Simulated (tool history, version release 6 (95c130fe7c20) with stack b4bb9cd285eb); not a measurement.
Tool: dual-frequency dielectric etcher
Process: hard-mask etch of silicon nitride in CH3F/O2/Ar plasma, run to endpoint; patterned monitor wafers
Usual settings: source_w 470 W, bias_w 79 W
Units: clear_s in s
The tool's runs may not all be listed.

| run | hour | source_w | bias_w | incoming incoming film thickness, nm | clear_s |
|---|---|---|---|---|---|
| 1 | 0.0 | 470 | 79 | 37.29 | 46.0 |
| 2 | 17.1 | 470 | 69 | 37.02 | 47.5 |
| 3 | 41.7 | 470 | 69 | 37.16 | 47.4 |
| 4 | 71.5 | 470 | 79 | 36.83 | 44.9 |
| 5 | 100.0 | 470 | 79 | 36.96 | 45.0 |
|  | 132.0 | wet clean of the chamber |
| 6 | 132.5 | 470 | 79 | 36.69 | 45.6 |
| 7 | 142.2 | 470 | 88 | 36.73 | 44.1 |

Forecast run 8:
|  | 160.4 | bias power generator calibrated |
|  | 172.1 | upper electrode replaced |
| 8 | 172.6 | 590 | 79 | 36.74 | ? |

clear_s: 43.3 s
Without the tool's hidden state the same run would have given clear_s 43.6 s.
